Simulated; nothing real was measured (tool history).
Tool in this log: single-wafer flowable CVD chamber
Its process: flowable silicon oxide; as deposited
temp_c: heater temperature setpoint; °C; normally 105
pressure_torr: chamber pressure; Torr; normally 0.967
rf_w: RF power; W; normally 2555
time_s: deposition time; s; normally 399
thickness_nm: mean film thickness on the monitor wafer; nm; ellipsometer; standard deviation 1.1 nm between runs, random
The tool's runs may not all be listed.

run     day  temp_c  pressure_torr  rf_w  time_s  wafers since the last listed run  hours since the last thermocouple change  hours since the last RF generator calibration  hours since the last manometer calibration  hours since the showerhead was replaced  hours since the gauge calibration  read-back reference wafer on the same gauge, thickness_nm  thickness_nm
  1       0     105          0.908  2780     399                                 0                                    2241.7                                         1090.2                                      1691.8                                   2929.7                              179.1                                                     293.86       346.941
  2   0.633     105          0.908  2780     399                                54                                    2256.9                                         1105.4                                        1707                                   2944.9                              194.3                                                    293.644       346.077
  3   1.008     105          0.967  2555     399                                32                                    2265.9                                         1114.4                                        1716                                   2953.9                              203.3                                                    293.769       369.383
  4   1.271     105          0.967  2555     399                                22                                    2272.2                                         1120.7                                      1722.3                                   2960.2                              209.6                                                    293.656       368.687
  5       2     105          0.967  2555     399                                62                                    2289.7                                         1138.2                                      1739.8                                   2977.7                              227.1                                                    293.605       368.555
  6   2.542     105          0.967  2555     399                                46                                    2302.7                                         1151.2                                      1752.8                                   2990.7                              240.1                                                    293.605       368.006
  7   3.117     105          0.967  2555     399                                49                                    2316.5                                           1165                                      1766.6                                   3004.5                              253.9                                                    294.118       366.948
      3.854  -- RF generator calibrated
  8   3.875     105          0.967  2555     399                                36                                    2334.7                                            0.5                                      1784.8                                   3022.7                              272.1                                                    294.148       367.917
  9   4.579     105          0.967  2555     399                                60                                    2351.6                                           17.4                                      1801.7                                   3039.6                                289                                                    293.798       369.413
      5.133  -- gauge calibrated
        5.2  -- capacitance manometer re-zeroed and calibrated
 10   5.221     105          0.967  2555     399                                26                                      2367                                           32.8                                         0.5                                     3055                                2.1                                                    294.524       367.758
 11   5.496     105          0.967  2555     399                                23                                    2373.6                                           39.4                                         7.1                                   3061.6                                8.7                                                    293.857       368.278
 12   5.762     105          0.906  2555     399                                22                                      2380                                           45.8                                        13.5                                     3068                               15.1                                                    293.762       348.099
 13   6.096     105          0.906  2555     399                                28                                      2388                                           53.8                                        21.5                                     3076                               23.1                                                    293.779       344.231
      6.733  -- showerhead replaced
 14   6.754      93          1.083  2555     399                                27                                    2403.8                                           69.6                                        37.3                                      0.5                               38.9                                                    294.599       635.325
 15   7.071      94          0.967  2555     399                                27                                    2411.4                                           77.2                                        44.9                                      8.1                               46.5                                                    294.003        547.89
 16    7.35     105          1.043  2795     472                                23                                    2418.1                                           83.9                                        51.6                                     14.8                               53.2                                                    294.399       477.624
 17     7.8     105          0.967  2555     399                                38                                    2428.9                                           94.7                                        62.4                                     25.6                                 64                                                    294.197       368.537
      8.188  -- thermocouple changed; heater temperature recalibrated
 18   8.354     105            0.8  2555     421                                18                                         4                                            108                                        75.7                                     38.9                               77.3                                                    294.028       259.737
 19   8.796     110          0.867  2555     399                                37                                      14.6                                          118.6                                        86.3                                     49.5                               87.9                                                     293.91       220.709
 20   9.208     105          0.889  2555     399                                35                                      24.5                                          128.5                                        96.2                                     59.4                               97.8                                                    294.483       273.824
 21   9.508     105          0.906  2555     399                                25                                      31.7                                          135.7                                       103.4                                     66.6                                105                                                    294.114        278.84
 22   9.954     112          0.891  2555     399                                38                                      42.4                                          146.4                                       114.1                                     77.3                              115.7                                                    293.864       214.232
 23   10.65     112          0.891  2555     399                                59                                      59.1                                          163.1                                       130.8                                       94                              132.4                                                    294.306       213.121
 24  11.004     105          0.967  2555     399                                30                                      67.6                                          171.6                                       139.3                                    102.5                              140.9                                                    294.048       300.405
 25  11.542     105          0.967  2555     399                                46                                      80.5                                          184.5                                       152.2                                    115.4                              153.8                                                    293.702       305.178
 26    12.2     105          0.908  2780     399                                56                                      96.3                                          200.3                                         168                                    131.2                              169.6                                                    294.124       286.992
 27  12.604     105          1.126  2555     399                                34                                       106                                            210                                       177.7                                    140.9                              179.3                                                    293.978       353.774
 28    12.9      97          0.967  2770     399                                25                                     113.1                                          217.1                                       184.8                                      148                              186.4                                                    294.086        415.84

Alternative continuations, all from the tool just after run 28; predict every row:
  A  12.921     105          0.967  2555     399                                 1                                     113.6                                          217.6                                       185.3                                    148.5                              186.9                                                          ?             ?
  B  12.921     119          1.036  2690     399                                 1                                     113.6                                          217.6                                       185.3                                    148.5                              186.9                                                          ?             ?
  C  12.921     113          0.967  2555     461                                 1                                     113.6                                          217.6                                       185.3                                    148.5                              186.9                                                          ?             ?
  D  12.921     105          0.746  2555     449                                 1                                     113.6                                          217.6                                       185.3                                    148.5                              186.9                                                          ?             ?

run  read-back reference wafer on the same gauge, thickness_nm  thickness_nm
  A                                                    294.246       306.868
  B                                                    294.246       199.242
  C                                                    294.246       263.414
  D                                                    294.246       266.082
Take away the tool's hidden state, keep each run's random variation, and the runs would have read:
run  thickness_nm
  A       290.919
  B       190.431
  C       250.665
  D       252.253
